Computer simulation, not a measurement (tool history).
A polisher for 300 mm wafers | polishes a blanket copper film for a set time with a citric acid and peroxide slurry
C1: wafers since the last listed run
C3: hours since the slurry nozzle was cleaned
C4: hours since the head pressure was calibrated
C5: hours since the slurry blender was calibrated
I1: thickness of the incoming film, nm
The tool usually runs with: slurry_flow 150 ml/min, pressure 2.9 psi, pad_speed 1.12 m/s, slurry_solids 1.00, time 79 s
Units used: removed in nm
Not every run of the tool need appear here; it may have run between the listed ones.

run 1 hour=0.0 | slurry_flow=150 pressure=2.9 pad_speed=1.12 slurry_solids=1.00 time=79 | C1=0 wafers_polished_on_this_pad=594 C3=98.4 C4=412.9 C5=134.9 | I1=596.6 | removed=171.5
run 2 hour=97.5 | slurry_flow=150 pressure=2.9 pad_speed=1.12 slurry_solids=1.00 time=79 | C1=909 wafers_polished_on_this_pad=1503 C3=195.9 C4=510.4 C5=232.4 | I1=593.2 | removed=168.6
-- hour=116.6 head pressure recalibrated
-- hour=127.3 slurry blender recalibrated
run 3 hour=149.3 | slurry_flow=150 pressure=2.9 pad_speed=1.12 slurry_solids=1.00 time=79 | C1=445 wafers_polished_on_this_pad=1949 C3=247.7 C4=32.7 C5=22.0 | I1=595.4 | removed=161.7
-- hour=238.8 worn pad replaced by a new one
run 4 hour=247.0 | slurry_flow=170 pressure=2.4 pad_speed=1.12 slurry_solids=1.00 time=79 | C1=873 wafers_polished_on_this_pad=76 C3=345.4 C4=130.4 C5=119.7 | I1=584.7 | removed=153.7
run 5 hour=309.9 | slurry_flow=150 pressure=2.9 pad_speed=1.12 slurry_solids=1.00 time=79 | C1=586 wafers_polished_on_this_pad=662 C3=408.3 C4=193.3 C5=182.6 | I1=587.4 | removed=173.9
run 6 hour=415.9 | slurry_flow=150 pressure=2.9 pad_speed=1.12 slurry_solids=1.00 time=79 | C1=988 wafers_polished_on_this_pad=1651 C3=514.3 C4=299.3 C5=288.6 | I1=582.0 | removed=166.3
-- hour=436.9 slurry blender recalibrated
-- hour=497.2 worn pad replaced by a new one
run 7 hour=497.7 | slurry_flow=150 pressure=2.9 pad_speed=1.12 slurry_solids=1.00 time=79 | C1=706 wafers_polished_on_this_pad=4 C3=596.1 C4=381.1 C5=60.8 | I1=584.9 | removed=177.0
run 8 hour=598.1 | slurry_flow=150 pressure=2.9 pad_speed=1.12 slurry_solids=0.85 time=79 | C1=936 wafers_polished_on_this_pad=941 C3=696.5 C4=481.5 C5=161.2 | I1=590.6 | removed=169.4
-- hour=611.8 head pressure recalibrated
run 9 hour=634.6 | slurry_flow=150 pressure=2.9 pad_speed=1.12 slurry_solids=0.85 time=79 | C1=321 wafers_polished_on_this_pad=1262 C3=733.0 C4=22.8 C5=197.7 | I1=581.7 | removed=161.9
run 10 hour=687.2 | slurry_flow=150 pressure=2.4 pad_speed=1.12 slurry_solids=0.70 time=79 | C1=490 wafers_polished_on_this_pad=1753 C3=785.6 C4=75.4 C5=250.3 | I1=583.3 | removed=132.4
-- hour=693.7 slurry blender recalibrated
run 11 hour=742.4 | slurry_flow=150 pressure=2.9 pad_speed=1.12 slurry_solids=1.00 time=79 | C1=496 wafers_polished_on_this_pad=2249 C3=840.8 C4=130.6 C5=48.7 | I1=586.2 | removed=156.4
-- hour=782.8 worn pad replaced by a new one
-- hour=796.7 slurry nozzle cleaned
run 12 hour=823.8 | slurry_flow=150 pressure=2.9 pad_speed=1.12 slurry_solids=1.00 time=79 | C1=712 wafers_polished_on_this_pad=372 C3=27.1 C4=212.0 C5=130.1 | I1=603.4 | removed=171.5
run 13 hour=895.5 | slurry_flow=135 pressure=2.9 pad_speed=1.34 slurry_solids=1.10 time=79 | C1=668 wafers_polished_on_this_pad=1041 C3=98.8 C4=283.7 C5=201.8 | I1=578.2 | removed=192.7
run 14 hour=944.8 | slurry_flow=150 pressure=2.9 pad_speed=1.52 slurry_solids=1.00 time=72 | C1=459 wafers_polished_on_this_pad=1501 C3=148.1 C4=333.0 C5=251.1 | I1=587.4 | removed=195.2
-- hour=960.3 slurry blender recalibrated
run 15 hour=1023.8 | slurry_flow=190 pressure=2.5 pad_speed=1.12 slurry_solids=1.00 time=79 | C1=718 wafers_polished_on_this_pad=2219 C3=227.1 C4=412.0 C5=63.5 | I1=591.5 | removed=146.0
-- hour=1076.3 head pressure recalibrated
-- hour=1088.4 worn pad replaced by a new one
run 16 hour=1118.5 | slurry_flow=150 pressure=2.9 pad_speed=1.12 slurry_solids=1.00 time=79 | C1=827 wafers_polished_on_this_pad=280 C3=321.8 C4=42.2 C5=158.2 | I1=585.9 | removed=173.5
run 17 hour=1164.9 | slurry_flow=165 pressure=2.9 pad_speed=0.94 slurry_solids=1.15 time=94 | C1=432 wafers_polished_on_this_pad=713 C3=368.2 C4=88.6 C5=204.6 | I1=592.5 | removed=189.5
-- hour=1245.2 slurry blender recalibrated
run 18 hour=1264.5 | slurry_flow=150 pressure=2.9 pad_speed=0.92 slurry_solids=1.00 time=79 | C1=910 wafers_polished_on_this_pad=1623 C3=467.8 C4=188.2 C5=19.3 | I1=583.5 | removed=139.3
-- hour=1351.5 worn pad replaced by a new one
run 19 hour=1365.3 | slurry_flow=170 pressure=2.4 pad_speed=1.12 slurry_solids=1.00 time=79 | C1=902 wafers_polished_on_this_pad=128 C3=568.6 C4=289.0 C5=120.1 | I1=593.9 | removed=151.4

Give the tool's hidden conditions for every run:
slurry flow missing at the pad, %: 0 in every run
deviation of the head's pressure from its setpoint, %: 0 in every run
abrasive missing from the slurry, %: 0 in every run
H1: removal rate lost through wear of the pad, %
run=1 H1=1.17
run=2 H1=4.56
run=3 H1=7.56
run=4 H1=0.112
run=5 H1=0.883
run=6 H1=4.95
run=7 H1=0.173
run=8 H1=1.75
run=9 H1=3.09
run=10 H1=5.76
run=11 H1=9.47
run=12 H1=0.74
run=13 H1=2.44
run=14 H1=4.54
run=15 H1=9.46
run=16 H1=1.8
run=17 H1=2.56
run=18 H1=6.45
run=19 H1=2.15

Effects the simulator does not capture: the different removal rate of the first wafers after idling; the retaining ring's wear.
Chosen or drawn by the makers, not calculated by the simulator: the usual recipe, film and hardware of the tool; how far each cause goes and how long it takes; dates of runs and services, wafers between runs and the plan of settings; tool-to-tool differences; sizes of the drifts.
